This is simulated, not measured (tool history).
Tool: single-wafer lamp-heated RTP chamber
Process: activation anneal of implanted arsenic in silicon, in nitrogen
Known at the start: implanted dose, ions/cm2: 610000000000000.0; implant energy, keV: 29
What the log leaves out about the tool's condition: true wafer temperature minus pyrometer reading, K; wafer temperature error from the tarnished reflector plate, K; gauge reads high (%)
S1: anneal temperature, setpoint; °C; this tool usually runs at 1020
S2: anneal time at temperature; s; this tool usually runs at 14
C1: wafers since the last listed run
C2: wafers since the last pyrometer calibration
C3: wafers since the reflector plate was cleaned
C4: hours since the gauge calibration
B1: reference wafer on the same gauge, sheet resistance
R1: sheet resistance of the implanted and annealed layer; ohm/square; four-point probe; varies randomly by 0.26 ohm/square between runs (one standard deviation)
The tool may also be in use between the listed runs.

run   hour    S1  S2   C1    C2    C3     C4      B1      R1
  1      0  1004  11    0  2557  7897  208.8  153.04  176.87
  2    6.2  1004  11   52  2609  7950    215  153.07  176.53
  3   23.1   997  20  144  2754  8094  231.9  152.98  174.91
  4   40.7   997  20  149  2903  8244  249.5  152.95  175.26
  5   58.5   997  20  151  3055  8396  267.3  152.97  174.73
  6   68.9  1012  14   88  3144  8485  277.7     153  175.02
  7   76.2  1012  14   62  3206  8547    285  152.98  174.92
  8   93.5  1030  14  147  3353  8694  302.3  153.05  173.07
  9  103.9  1030  14   88  3442  8783  312.7  153.02  172.82
 10  110.1  1020  14   52  3495  8836  318.9  152.99  174.38
     120.5  -- gauge calibrated
     121.5  -- pyrometer window cleaned and pyrometer calibrated
 11  127.3  1028   9   78    49  8914    6.8  153.01  176.64
     141.9  -- reflector plate cleaned
 12  142.4  1028   9   60   109     3   21.9  153.03  176.09
 13    154  1020   8   98   208   102   33.5     153  177.49
 14  164.7  1020   6   91   299   193   44.2  152.93  178.51
 15  171.3  1005  10   56   355   250   50.8     153  177.72
 16  181.1  1030  21   83   439   333   60.6  152.99  171.71
 17    198   997  20  144   583   477   77.5  153.02  175.89
 18  205.3  1044  11   62   645   539   84.8  153.01  173.25
 19    222  1020  14  142   788   682  101.5  153.01  174.07
 20    231  1020  14   76   864   758  110.5  152.97  174.63
 21  274.8  1020  17  373  1238  1132  154.3  152.98  173.43
 22  289.3  1020  14  123  1361  1255  168.8  152.98  174.39
 23  302.1  1020  19  109  1470  1364  181.6  153.01   173.1
 24  312.1   997  21   85  1555  1450  191.6  153.03  174.46
 25  341.8  1003   9  253  1809  1703  221.3  152.98  177.71

For each entry between runs, how does the tool's hidden state at the last listed run before it compare with that at the first listed run after it?
Runs 10 to 11: gauge calibrated (hour 120.5); pyrometer window cleaned and pyrometer calibrated (hour 121.5)
  true wafer temperature minus pyrometer reading, K: 12.3 -> 1.46
  what was measured, less what the result would be without the hidden state, R1: -1.29 -> -0.16 ohm/square
Runs 11 to 12: reflector plate cleaned (hour 141.9)
  true wafer temperature minus pyrometer reading, K: 1.46 -> 2.83
  what was measured, less what the result would be without the hidden state, R1: -0.16 -> -0.3 ohm/square

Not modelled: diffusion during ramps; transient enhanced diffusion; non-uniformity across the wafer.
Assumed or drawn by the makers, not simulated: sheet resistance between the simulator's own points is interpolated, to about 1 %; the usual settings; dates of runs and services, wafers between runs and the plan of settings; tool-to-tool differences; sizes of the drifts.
